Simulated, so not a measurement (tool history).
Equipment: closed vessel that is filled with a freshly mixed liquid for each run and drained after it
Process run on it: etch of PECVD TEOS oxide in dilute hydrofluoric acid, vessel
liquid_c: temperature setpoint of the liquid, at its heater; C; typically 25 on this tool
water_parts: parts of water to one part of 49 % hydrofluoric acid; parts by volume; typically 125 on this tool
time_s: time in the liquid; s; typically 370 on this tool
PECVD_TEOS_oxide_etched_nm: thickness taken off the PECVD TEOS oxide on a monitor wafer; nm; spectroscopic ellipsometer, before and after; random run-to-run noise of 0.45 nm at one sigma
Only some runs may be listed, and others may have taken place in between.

run    hour  liquid_c  water_parts  time_s  read-back film thickness of the PECVD TEOS oxide reference wafer, read on the same gauge (nm)  PECVD_TEOS_oxide_etched_nm
  1       0        25          125     285                                                                                             50                       49.71
  2      65        25          125     370                                                                                             50                       64.28
  3   100.6        25          125     370                                                                                          50.03                       65.71
  4   171.8      21.5          125     370                                                                                          49.98                       56.51
  5   217.1      21.5          125     370                                                                                          49.99                       57.83
      233.1  -- hydrofluoric acid flow meter replaced
  6   282.5      21.5          125     370                                                                                          50.02                       52.95
  7   337.5        25           85     370                                                                                          50.01                       93.87
  8   385.9        25           85     370                                                                                          49.99                       94.53
  9   423.6        25          125     370                                                                                          50.01                       60.36
      459.9  -- gauge calibrated
 10   470.3        25          125     370                                                                                          50.01                       61.19
 11   537.9        25          125     370                                                                                          49.99                       61.64
 12   658.3      22.5          125     370                                                                                          50.01                       56.28
 13   722.1      21.5           85     155                                                                                          50.03                       35.14
 14     778        25          125     370                                                                                          49.98                        63.4
 15   831.5        25          125     530                                                                                          50.01                       89.92
 16   889.6        22          100     210                                                                                          50.01                       41.73
 17     929        25           80     285                                                                                          49.98                       82.44
 18   969.4        25          125     370                                                                                          50.02                       64.52
      981.1  -- thermometer replaced
 19  1020.3        25          125     370                                                                                          50.04                       64.03
 20  1092.1        25          125     285                                                                                          49.99                       50.52
 21  1214.3      29.5          100     580                                                                                          49.98                      156.89
 22  1242.4        22          100     450                                                                                          50.01                       89.65
     1254.6  -- hydrofluoric acid flow meter replaced
 23  1300.9        25          125     370                                                                                          49.99                       59.62
 24    1353      23.5          150     460                                                                                          50.02                       57.07
 25  1389.4      22.5           90     370                                                                                             50                       79.35
 26  1445.9        25          125     430                                                                                          49.98                       70.21
 27  1477.2        25          125     370                                                                                          50.03                       60.59
 28  1523.3        28           90     465                                                                                          49.97                      125.68
 29  1573.3        25          125     370                                                                                             50                       61.92
 30  1633.3        25          125     370                                                                                          49.98                       61.22
 31  1692.3        21          150     370                                                                                             50                       42.56
 32  1754.5      20.5          125     200                                                                                          50.01                       28.12

Predict each of these 5 candidate next runs independently; none follows another, all start after run 32:
  A  1755.3        25          125     185                                                                                              ?                           ?
  B  1755.3        25          100     370                                                                                              ?                           ?
  C  1755.3        25          125     265                                                                                              ?                           ?
  D  1755.3        30           70     220                                                                                              ?                           ?
  E  1755.3      23.5          185     240                                                                                              ?                           ?

run  read-back film thickness of the PECVD TEOS oxide reference wafer, read on the same gauge (nm)  PECVD_TEOS_oxide_etched_nm
  A                                                                                          50.01                          31
  B                                                                                          50.01                       79.85
  C                                                                                          50.01                        44.4
  D                                                                                          50.01                       85.76
  E                                                                                          50.01                          24
The same runs, with their run-to-run variation unchanged, on a tool lacking any hidden condition would have given:
run  PECVD_TEOS_oxide_etched_nm
  A                       29.77
  B                       76.76
  C                       42.65
  D                       82.51
  E                       23.02
